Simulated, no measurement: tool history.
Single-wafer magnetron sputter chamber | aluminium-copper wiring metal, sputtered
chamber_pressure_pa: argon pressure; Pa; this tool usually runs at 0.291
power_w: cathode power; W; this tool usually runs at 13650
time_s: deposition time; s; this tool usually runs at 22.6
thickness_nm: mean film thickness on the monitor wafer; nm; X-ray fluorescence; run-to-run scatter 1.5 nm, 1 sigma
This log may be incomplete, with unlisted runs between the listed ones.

run	day	chamber_pressure_pa	power_w	time_s	wafers since the last listed run	wafers on the sputter target	hours since the last manometer calibration	hours since the magnet pack was replaced	hours since the gauge calibration	read-back reference wafer on the same gauge, thickness_nm	thickness_nm
1	0.000	0.291	13650	25.2	0	7219	846.0	10027.3	670.5	573.894	611.751
# day 0.958: sputter target and shields replaced
2	4.892	0.291	13650	25.2	3361	2901	963.4	10144.7	787.9	573.593	613.720
3	7.508	0.291	13650	25.2	1929	4831	1026.2	10207.5	850.7	573.359	611.289
4	9.800	0.291	12450	22.6	1690	6521	1081.2	10262.5	905.7	573.593	505.329
# day 11.450: sputter target and shields replaced
5	11.667	0.291	13650	22.6	1130	159	1126.0	10307.3	950.5	573.040	546.118
6	14.067	0.291	13650	22.6	1769	1929	1183.6	10364.9	1008.1	573.300	549.188
# day 15.233: capacitance manometer re-zeroed and calibrated
7	15.675	0.258	13650	25.9	940	2869	10.6	10403.5	1046.7	573.458	628.548
# day 17.279: gauge calibrated
# day 20.158: sputter target and shields replaced
8	20.179	0.258	13650	25.9	3075	15	118.7	10511.6	69.6	580.263	641.126
9	21.867	0.258	13650	25.9	1244	1260	159.2	10552.1	110.1	579.673	638.344
10	23.892	0.291	13650	21.0	1493	2753	207.8	10600.7	158.7	577.611	512.906
11	26.104	0.291	12300	18.1	1631	4385	260.9	10653.8	211.8	577.697	404.417
12	28.588	0.291	12300	18.1	1831	6216	320.5	10713.4	271.4	576.705	404.167
# day 30.821: sputter target and shields replaced
13	30.921	0.227	14550	26.8	1474	74	376.5	10769.4	327.4	575.677	700.027
# day 33.750: magnet pack replaced
14	34.508	0.226	12700	26.4	2399	2474	462.6	18.2	413.5	575.279	612.166
15	36.146	0.402	15850	22.6	1207	3682	501.9	57.5	452.8	574.473	605.007
16	38.008	0.393	13650	22.6	1373	5055	546.6	102.2	497.5	574.203	532.859
# day 41.558: sputter target and shields replaced
17	41.625	0.291	12300	18.1	2421	48	633.4	189.0	584.3	573.630	400.688
18	43.383	0.406	10800	21.4	1296	1345	675.6	231.2	626.5	573.351	413.720
19	46.804	0.291	13650	22.6	2522	3867	757.7	313.3	708.6	573.428	548.008
20	48.542	0.291	13650	22.6	1281	5149	799.4	355.0	750.3	573.013	550.027

List, for all runs, the conditions of the tool that the log does not record:
deposition rate above that of a new target (%): 0 at every run
true argon pressure above the setpoint (%): 0 at every run
H1: gauge reads high (%)
run	H1
1	-1.38
2	-1.45
3	-1.48
4	-1.5
5	-1.51
6	-1.53
7	-1.54
8	-0.339
9	-0.492
10	-0.653
11	-0.804
12	-0.948
13	-1.06
14	-1.2
15	-1.26
16	-1.31
17	-1.4
18	-1.43
19	-1.49
20	-1.51
